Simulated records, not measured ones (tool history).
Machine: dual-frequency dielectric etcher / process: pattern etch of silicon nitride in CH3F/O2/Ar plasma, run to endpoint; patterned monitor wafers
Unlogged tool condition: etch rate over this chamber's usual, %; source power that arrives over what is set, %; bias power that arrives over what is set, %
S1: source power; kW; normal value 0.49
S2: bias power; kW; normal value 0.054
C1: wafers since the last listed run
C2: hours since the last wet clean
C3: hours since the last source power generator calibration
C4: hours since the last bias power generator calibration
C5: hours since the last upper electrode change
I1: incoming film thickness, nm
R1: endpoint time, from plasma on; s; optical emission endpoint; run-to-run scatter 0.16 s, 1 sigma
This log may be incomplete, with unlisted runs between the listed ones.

run,day,S1,S2,C1,C2,C3,C4,C5,I1,R1
1,0,0.49,0.06,0,586.7,3672.7,2428.1,3857.4,31.1,44
2,0.308,0.49,0.06,88,594.1,3680.1,2435.5,3864.8,31.9,44.7
3,0.571,0.49,0.051,75,600.4,3686.4,2441.8,3871.1,31.55,47.3
4,0.946,0.49,0.051,107,609.4,3695.4,2450.8,3880.1,31.74,47.5
5,1.367,0.49,0.054,120,619.5,3705.5,2460.9,3890.2,31.84,46.8
6,2.083,0.49,0.054,205,636.7,3722.7,2478.1,3907.4,31.42,46.1
7,2.492,0.49,0.054,117,646.5,3732.5,2487.9,3917.2,31.41,45.5
8,2.779,0.49,0.054,82,653.4,3739.4,2494.8,3924.1,31.72,46.3
# day 3.804: wet clean of the chamber
9,3.825,0.49,0.054,13,0.5,3764.5,2519.9,3949.2,31.55,48.3
10,3.842,0.52,0.04,4,0.9,3764.9,2520.3,3949.6,31.7,52.1
11,4.142,0.49,0.054,86,8.1,3772.1,2527.5,3956.8,31.62,48.9
# day 5.292: source power generator calibrated
# day 5.433: upper electrode replaced
12,5.454,0.49,0.054,288,39.6,3.9,2559,0.5,31.5,47.9
13,5.467,0.39,0.062,3,39.9,4.2,2559.3,0.8,31.69,54
14,5.667,0.45,0.044,57,44.7,9,2564.1,5.6,31.66,55.1
# day 6.112: bias power generator calibrated
15,6.308,0.53,0.063,136,60.1,24.4,4.7,21,31.79,43.6
16,6.7,0.39,0.047,112,69.5,33.8,14.1,30.4,31.71,59.4
17,7.208,0.49,0.044,145,81.7,46,26.3,42.6,31.9,52.4
18,7.925,0.38,0.048,205,98.9,63.2,43.5,59.8,31.84,60.4

What if the next run were any one of these 3? Each begins from the tool's condition after run 18:
A,7.942,0.49,0.054,4,99.3,63.6,43.9,60.2,31.55,?
B,7.942,0.53,0.044,4,99.3,63.6,43.9,60.2,31.55,?
C,7.942,0.53,0.064,4,99.3,63.6,43.9,60.2,31.55,?

run,R1
A,48.2
B,49.4
C,43.1
With the hidden condition removed and each run's random variation left untouched, the same runs would have given:
run,R1
A,48.9
B,50.2
C,43.8

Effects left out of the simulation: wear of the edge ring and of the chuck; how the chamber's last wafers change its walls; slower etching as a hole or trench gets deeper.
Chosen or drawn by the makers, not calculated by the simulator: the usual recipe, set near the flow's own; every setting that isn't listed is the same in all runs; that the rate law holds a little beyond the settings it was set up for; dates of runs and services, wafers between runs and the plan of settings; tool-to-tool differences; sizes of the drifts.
